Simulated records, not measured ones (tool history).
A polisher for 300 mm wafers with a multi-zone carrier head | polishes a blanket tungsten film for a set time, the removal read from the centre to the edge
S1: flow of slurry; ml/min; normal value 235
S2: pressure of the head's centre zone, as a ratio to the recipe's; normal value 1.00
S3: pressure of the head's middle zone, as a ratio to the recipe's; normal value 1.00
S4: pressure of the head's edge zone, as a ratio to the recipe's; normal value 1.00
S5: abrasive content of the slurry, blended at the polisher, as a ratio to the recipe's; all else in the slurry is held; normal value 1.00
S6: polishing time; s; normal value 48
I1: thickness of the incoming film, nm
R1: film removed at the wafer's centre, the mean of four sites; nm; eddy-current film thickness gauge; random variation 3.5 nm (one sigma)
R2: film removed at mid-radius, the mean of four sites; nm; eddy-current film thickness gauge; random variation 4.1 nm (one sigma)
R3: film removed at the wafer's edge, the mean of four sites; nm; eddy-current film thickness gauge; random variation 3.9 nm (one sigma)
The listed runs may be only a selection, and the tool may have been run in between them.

run 1 hour=0.0 | S1=235 S2=1.00 S3=1.00 S4=1.00 S5=1.00 S6=48 | I1=971.7 | R1=324.1 R2=311.7 R3=322.0
run 2 hour=21.0 | S1=235 S2=1.00 S3=1.00 S4=1.00 S5=0.70 S6=48 | I1=962.7 | R1=303.1 R2=300.3 R3=304.3
run 3 hour=50.0 | S1=235 S2=1.00 S3=1.00 S4=1.00 S5=0.75 S6=48 | I1=958.8 | R1=304.3 R2=296.7 R3=310.3
run 4 hour=78.2 | S1=235 S2=1.00 S3=1.00 S4=1.00 S5=1.00 S6=48 | I1=967.6 | R1=321.9 R2=324.2 R3=322.8
run 5 hour=114.0 | S1=235 S2=1.00 S3=1.00 S4=1.00 S5=1.00 S6=48 | I1=964.3 | R1=315.1 R2=320.7 R3=327.1
run 6 hour=145.7 | S1=235 S2=1.00 S3=1.00 S4=1.00 S5=1.00 S6=48 | I1=956.3 | R1=318.2 R2=317.9 R3=331.2
run 7 hour=176.9 | S1=235 S2=1.00 S3=1.00 S4=1.00 S5=1.00 S6=63 | I1=951.2 | R1=420.4 R2=415.2 R3=438.0
run 8 hour=196.8 | S1=235 S2=1.00 S3=1.00 S4=1.00 S5=1.00 S6=48 | I1=947.6 | R1=322.2 R2=315.5 R3=329.7
run 9 hour=217.0 | S1=175 S2=1.00 S3=1.00 S4=0.93 S5=1.00 S6=48 | I1=957.2 | R1=304.8 R2=315.2 R3=315.2
run 10 hour=245.5 | S1=235 S2=1.00 S3=1.00 S4=0.97 S5=1.00 S6=48 | I1=949.9 | R1=321.6 R2=323.3 R3=324.3
run 11 hour=285.1 | S1=235 S2=1.00 S3=1.00 S4=1.00 S5=0.90 S6=48 | I1=965.3 | R1=316.5 R2=312.3 R3=324.4
run 12 hour=309.4 | S1=235 S2=1.00 S3=1.00 S4=0.95 S5=1.00 S6=48 | I1=949.4 | R1=318.0 R2=315.0 R3=322.3
run 13 hour=325.0 | S1=235 S2=0.88 S3=1.00 S4=1.00 S5=1.00 S6=37 | I1=961.5 | R1=228.6 R2=244.9 R3=258.4
run 14 hour=344.9 | S1=235 S2=1.00 S3=1.00 S4=1.00 S5=1.00 S6=48 | I1=945.5 | R1=314.5 R2=319.5 R3=325.5
run 15 hour=366.6 | S1=260 S2=1.10 S3=1.00 S4=0.91 S5=1.00 S6=57 | I1=972.8 | R1=413.7 R2=386.0 R3=378.7
run 16 hour=401.0 | S1=190 S2=1.00 S3=1.00 S4=1.00 S5=1.30 S6=65 | I1=949.4 | R1=456.5 R2=443.3 R3=465.1
run 17 hour=430.1 | S1=235 S2=0.96 S3=1.00 S4=1.00 S5=1.00 S6=64 | I1=959.1 | R1=406.4 R2=422.6 R3=442.5
run 18 hour=462.1 | S1=175 S2=1.00 S3=1.00 S4=1.00 S5=1.00 S6=32 | I1=959.0 | R1=202.8 R2=204.5 R3=211.0
run 19 hour=489.4 | S1=295 S2=1.00 S3=1.00 S4=1.00 S5=1.00 S6=48 | I1=945.7 | R1=324.6 R2=326.6 R3=333.8
run 20 hour=504.3 | S1=235 S2=1.00 S3=1.00 S4=1.00 S5=1.00 S6=48 | I1=962.9 | R1=321.4 R2=311.2 R3=320.3
run 21 hour=532.9 | S1=235 S2=0.91 S3=1.00 S4=0.93 S5=1.00 S6=48 | I1=963.9 | R1=304.8 R2=316.8 R3=313.8
run 22 hour=550.8 | S1=280 S2=1.00 S3=0.89 S4=1.00 S5=1.00 S6=37 | I1=965.7 | R1=251.6 R2=223.0 R3=260.4

Not shown: 7 entries that the log had between the listed runs. Between which runs, and how does the tool's hidden state differ before and after?
From run 2 to run 3: worn pad replaced by a new one (hour 49.5)
  no hidden state differs between the two runs
From run 3 to run 4: slurry nozzle cleaned (hour 76.5)
  no hidden state differs between the two runs
From run 6 to run 7: centre zone pressure recalibrated (hour 148.0)
  no hidden state differs between the two runs
From run 10 to run 11: worn pad replaced by a new one (hour 272.8); carrier head's membrane replaced by a new one (hour 284.6)
  no hidden state differs between the two runs
From run 13 to run 14: edge zone pressure recalibrated (hour 341.6)
  no hidden state differs between the two runs
From run 18 to run 19: worn pad replaced by a new one (hour 475.2)
  no hidden state differs between the two runs
